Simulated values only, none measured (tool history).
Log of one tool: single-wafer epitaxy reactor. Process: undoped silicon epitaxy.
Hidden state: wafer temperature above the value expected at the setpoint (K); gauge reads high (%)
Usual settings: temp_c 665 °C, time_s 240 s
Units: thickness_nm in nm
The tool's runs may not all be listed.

| run | hour | temp_c | time_s | wafers since the last listed run | hours since the last pyrometer calibration | hours since the gauge calibration | read-back reference wafer on the same gauge, thickness_nm | thickness_nm |
|---|---|---|---|---|---|---|---|---|
| 1 | 0.0 | 665 | 240 | 0 | 1583.0 | 702.3 | 68.424 | 59.012 |
| 2 | 25.4 | 665 | 240 | 244 | 1608.4 | 727.7 | 68.472 | 59.371 |
| 3 | 73.7 | 665 | 240 | 464 | 1656.7 | 776.0 | 68.377 | 59.250 |
| 4 | 139.9 | 676 | 240 | 636 | 1722.9 | 842.2 | 68.398 | 74.667 |
| 5 | 170.3 | 676 | 240 | 292 | 1753.3 | 872.6 | 68.374 | 75.060 |
| 6 | 271.5 | 676 | 240 | 973 | 1854.5 | 973.8 | 68.443 | 75.475 |
| 7 | 314.0 | 665 | 240 | 408 | 1897.0 | 1016.3 | 68.443 | 59.391 |
| 8 | 365.3 | 665 | 240 | 493 | 1948.3 | 1067.6 | 68.388 | 59.827 |
| 9 | 412.4 | 665 | 240 | 453 | 1995.4 | 1114.7 | 68.385 | 59.921 |
| 10 | 482.0 | 665 | 206 | 669 | 2065.0 | 1184.3 | 68.378 | 51.393 |
| 11 | 517.7 | 665 | 206 | 343 | 2100.7 | 1220.0 | 68.388 | 51.489 |
| 12 | 583.2 | 665 | 206 | 629 | 2166.2 | 1285.5 | 68.429 | 51.410 |
| 13 | 617.8 | 665 | 240 | 332 | 2200.8 | 1320.1 | 68.470 | 60.143 |
| 14 | 680.2 | 665 | 240 | 600 | 2263.2 | 1382.5 | 68.419 | 60.369 |
| 15 | 705.9 | 665 | 240 | 247 | 2288.9 | 1408.2 | 68.424 | 59.721 |
| 16 | 777.1 | 665 | 259 | 684 | 2360.1 | 1479.4 | 68.385 | 65.405 |
|  | 827.6 | pyrometer calibrated |
| 17 | 828.1 | 665 | 259 | 413 | 0.5 | 1530.4 | 68.428 | 69.047 |
| 18 | 890.3 | 665 | 240 | 598 | 62.7 | 1592.6 | 68.417 | 63.956 |
|  | 922.4 | gauge calibrated |
| 19 | 928.9 | 665 | 240 | 371 | 101.3 | 6.5 | 68.399 | 63.653 |
| 20 | 966.4 | 652 | 213 | 360 | 138.8 | 44.0 | 68.410 | 43.199 |
| 21 | 996.6 | 660 | 268 | 290 | 169.0 | 74.2 | 68.430 | 64.738 |
| 22 | 1065.1 | 659 | 225 | 658 | 237.5 | 142.7 | 68.390 | 53.462 |
| 23 | 1128.2 | 665 | 282 | 606 | 300.6 | 205.8 | 68.318 | 75.618 |
|  | 1144.5 | pyrometer calibrated, repeated, since the last time left the tool worse |
| 24 | 1198.6 | 652 | 219 | 600 | 54.1 | 276.2 | 68.389 | 38.837 |
| 25 | 1267.9 | 665 | 240 | 666 | 123.4 | 345.5 | 68.376 | 56.908 |
| 26 | 1300.7 | 680 | 225 | 315 | 156.2 | 378.3 | 68.410 | 72.919 |
| 27 | 1348.4 | 665 | 218 | 458 | 203.9 | 426.0 | 68.409 | 51.546 |
| 28 | 1383.2 | 672 | 240 | 334 | 238.7 | 460.8 | 68.407 | 65.862 |
| 29 | 1441.6 | 679 | 220 | 561 | 297.1 | 519.2 | 68.389 | 70.250 |
| 30 | 1494.1 | 665 | 240 | 504 | 349.6 | 571.7 | 68.384 | 56.961 |
| 31 | 1538.2 | 680 | 253 | 424 | 393.7 | 615.8 | 68.419 | 82.332 |
| 32 | 1602.5 | 659 | 260 | 618 | 458.0 | 680.1 | 68.446 | 54.058 |
| 33 | 1656.8 | 676 | 279 | 522 | 512.3 | 734.4 | 68.407 | 83.935 |
| 34 | 1720.1 | 665 | 240 | 608 | 575.6 | 797.7 | 68.385 | 57.297 |
| 35 | 1747.7 | 665 | 240 | 265 | 603.2 | 825.3 | 68.380 | 57.570 |
| 36 | 1772.7 | 665 | 221 | 240 | 628.2 | 850.3 | 68.401 | 52.724 |
| 37 | 1842.8 | 674 | 276 | 674 | 698.3 | 920.4 | 68.407 | 79.894 |
| 38 | 1889.5 | 680 | 265 | 449 | 745.0 | 967.1 | 68.431 | 87.290 |
| 39 | 1943.9 | 673 | 240 | 523 | 799.4 | 1021.5 | 68.404 | 68.111 |

How the hidden state differs across the entries between the runs, from the last listed run before each to the first after it:
Between runs 16 and 17: pyrometer calibrated (hour 827.6)
  wafer temperature above the value expected at the setpoint (K): 2.55 -> 5.3
  measured less the result without the state, thickness_nm: +3.457 -> +7.354 nm
Between runs 18 and 19: gauge calibrated (hour 922.4)
  wafer temperature above the value expected at the setpoint (K): 5.36 -> 5.41
  measured less the result without the state, thickness_nm: +6.892 -> +6.909 nm
Between runs 23 and 24: pyrometer calibrated, repeated, since the last time left the tool worse (hour 1144.5)
  wafer temperature above the value expected at the setpoint (K): 5.62 -> -0.398
  measured less the result without the state, thickness_nm: +8.509 -> -0.342 nm
